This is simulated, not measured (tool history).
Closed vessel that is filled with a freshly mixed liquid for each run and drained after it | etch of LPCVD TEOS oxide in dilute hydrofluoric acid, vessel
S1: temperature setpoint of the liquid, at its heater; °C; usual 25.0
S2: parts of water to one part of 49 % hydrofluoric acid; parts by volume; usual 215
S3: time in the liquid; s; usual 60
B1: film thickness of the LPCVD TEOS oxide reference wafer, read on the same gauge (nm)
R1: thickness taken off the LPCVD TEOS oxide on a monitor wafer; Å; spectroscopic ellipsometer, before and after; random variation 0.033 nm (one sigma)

run	hour	S1	S2	S3	B1	R1
1	0.0	25.0	215	60	150.03	89.3
2	13.4	25.0	215	60	149.98	88.5
3	26.5	25.0	215	60	149.98	88.3
4	50.7	25.0	215	60	150.03	88.5
5	65.8	25.0	215	60	150.01	88.7
# hour 84.9: gauge calibrated
6	93.9	25.0	215	60	150.00	88.6
# hour 101.4: thermometer replaced
7	108.5	25.0	215	60	150.01	96.5
8	126.4	25.0	215	60	150.00	96.6
9	133.0	25.0	215	70	150.01	113.2
# hour 138.9: hydrofluoric acid flow meter replaced
10	148.2	25.0	215	70	150.00	112.8
11	154.4	25.0	215	60	149.99	96.8
12	172.1	29.0	280	45	150.03	59.8
13	179.8	25.0	215	60	150.00	96.4
14	196.4	25.0	215	45	150.00	72.8
15	210.0	21.5	215	60	150.02	84.7
16	220.6	22.5	270	45	149.98	49.6
17	229.6	29.0	135	70	149.93	228.3
18	245.1	28.0	315	50	149.98	54.4
19	260.3	23.0	300	60	150.00	58.7
20	268.5	27.5	215	60	149.97	105.3

5 ways to go on from here, each from the tool as it stands after run 20. What would each give?
A	269.2	25.0	215	60	?	?
B	269.2	27.5	110	30	?	?
C	269.2	20.0	165	45	?	?
D	269.2	28.0	215	45	?	?
E	269.2	20.5	215	70	?	?

run	B1	R1
A	149.97	96.2
B	149.97	116.7
C	149.97	81.8
D	149.97	80.3
E	149.97	94.8
Without the tool's hidden state the same runs would have given:
run	R1
A	98.3
B	119.4
C	83.8
D	82.0
E	97.0
